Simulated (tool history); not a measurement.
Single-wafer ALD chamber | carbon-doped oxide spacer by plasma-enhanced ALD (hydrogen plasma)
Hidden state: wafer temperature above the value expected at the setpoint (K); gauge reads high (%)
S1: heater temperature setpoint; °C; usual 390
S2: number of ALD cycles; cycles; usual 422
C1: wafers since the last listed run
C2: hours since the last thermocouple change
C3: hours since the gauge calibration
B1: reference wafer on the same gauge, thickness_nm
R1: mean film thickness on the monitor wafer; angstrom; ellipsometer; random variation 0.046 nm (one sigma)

run	hour	S1	S2	C1	C2	C3	B1	R1
1	0.0	390	422	0	147.6	768.2	16.493	185.50
2	103.4	390	422	105	251.0	871.6	16.495	186.38
3	160.5	390	422	58	308.1	928.7	16.480	184.60
4	257.6	390	422	98	405.2	1025.8	16.486	185.74
5	298.4	390	422	41	446.0	1066.6	16.499	185.73
6	398.7	390	422	102	546.3	1166.9	16.507	185.28
7	451.4	390	422	53	599.0	1219.6	16.522	186.18
8	501.6	396	422	51	649.2	1269.8	16.508	185.20
9	566.1	396	422	65	713.7	1334.3	16.506	185.63
10	673.9	390	422	109	821.5	1442.1	16.492	185.93
11	828.2	390	422	157	975.8	1596.4	16.514	185.77
12	895.7	390	422	68	1043.3	1663.9	16.483	185.65
13	979.2	390	422	85	1126.8	1747.4	16.508	186.19
# hour 1031.9: thermocouple changed; heater temperature recalibrated
14	1050.4	390	422	64	18.5	1818.6	16.489	185.99
15	1137.5	390	422	88	105.6	1905.7	16.511	185.30
16	1216.9	390	422	80	185.0	1985.1	16.505	185.49
17	1264.5	390	422	48	232.6	2032.7	16.495	185.64
18	1363.1	390	422	100	331.2	2131.3	16.515	186.19
19	1399.4	390	422	36	367.5	2167.6	16.475	185.97
20	1448.1	394	422	49	416.2	2216.3	16.507	185.62
21	1548.2	375	485	101	516.3	2316.4	16.495	213.28
22	1849.0	384	462	306	817.1	2617.2	16.497	204.30
23	1906.6	390	422	58	874.7	2674.8	16.497	185.40
24	1945.7	390	422	39	913.8	2713.9	16.496	185.61
25	2012.3	385	349	67	980.4	2780.5	16.520	153.99
26	2050.7	381	357	39	1018.8	2818.9	16.489	157.21
27	2157.8	378	378	109	1125.9	2926.0	16.505	166.37
# hour 2171.5: gauge calibrated
28	2229.3	390	422	72	1197.4	57.8	16.507	186.48
# hour 2364.9: thermocouple changed; heater temperature recalibrated
29	2450.8	400	353	217	85.9	279.3	16.490	155.91
30	2551.0	379	493	102	186.1	379.5	16.502	216.22
31	2644.6	390	503	95	279.7	473.1	16.515	221.05
32	2733.6	404	487	90	368.7	562.1	16.480	212.30
33	2781.5	394	387	48	416.6	610.0	16.511	170.46
34	2857.0	390	422	76	492.1	685.5	16.490	185.26

Forecast each of these 3 alternatives for the next run:
A	2858.0	402	422	1	493.1	686.5	?	?
B	2858.0	384	506	1	493.1	686.5	?	?
C	2858.0	390	480	1	493.1	686.5	?	?

run	B1	R1
A	16.487	185.59
B	16.487	222.90
C	16.487	211.45
Without the tool's hidden state the same runs would have given:
run	R1
A	185.59
B	222.90
C	211.45
